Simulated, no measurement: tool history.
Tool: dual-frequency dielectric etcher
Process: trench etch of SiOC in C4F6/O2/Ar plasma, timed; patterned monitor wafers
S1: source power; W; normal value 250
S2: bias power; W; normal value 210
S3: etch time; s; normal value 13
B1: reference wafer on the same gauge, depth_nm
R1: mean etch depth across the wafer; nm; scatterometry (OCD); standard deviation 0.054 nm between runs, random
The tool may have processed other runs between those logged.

run	hour	S1	S2	S3	B1	R1
1	0	250	210	13	21.4	24.96
2	10.5	250	210	13	21.41	24.9
3	22.4	250	210	13	21.39	24.86
4	37	250	210	13	21.39	24.95
5	48.7	250	210	13	21.4	24.87
6	63.8	250	210	13	21.4	24.94
# hour 64.6: gauge calibrated
7	72.8	250	210	13	21.39	24.75
# hour 78.7: source power generator calibrated
8	88.8	250	210	13	21.41	24.96
9	96.5	250	210	13	21.39	24.9
10	104.4	250	210	13	21.41	24.9
11	120.6	290	244	11	21.41	23.44
12	131.9	270	164	9	21.4	15.79
# hour 165.1: upper electrode replaced
13	184.4	270	210	16	21.4	31.36
14	194	250	210	13	21.39	24.8
15	209.3	250	210	13	21.4	24.88
# hour 236.6: wet clean of the chamber
16	237.1	250	210	13	21.39	24.78
17	240.9	280	250	11	21.4	23.53
# hour 257.7: bias power generator calibrated
18	258.1	250	230	10	21.41	20.31
19	292.8	310	241	9.5	21.4	21.06
20	305	250	210	14.5	21.4	28.38
21	318.8	250	210	13	21.39	25.33
22	329.6	270	257	17	21.41	37.04
23	343.5	250	210	13	21.4	25.41
24	357.4	250	192	17	21.4	31.81
# hour 358.4: gauge calibrated
25	366	230	245	16	21.41	32.46
26	374.8	250	210	10.5	21.39	20.44
27	390.3	250	210	13	21.4	25.26
28	404.9	300	260	11.5	21.4	26.05

The next listed run, before its measurement:
29	414.7	250	210	14.5	?	?

B1: 21.4
R1: 28.26 nm
Without the tool's hidden state the same run would have given R1 28.27 nm.
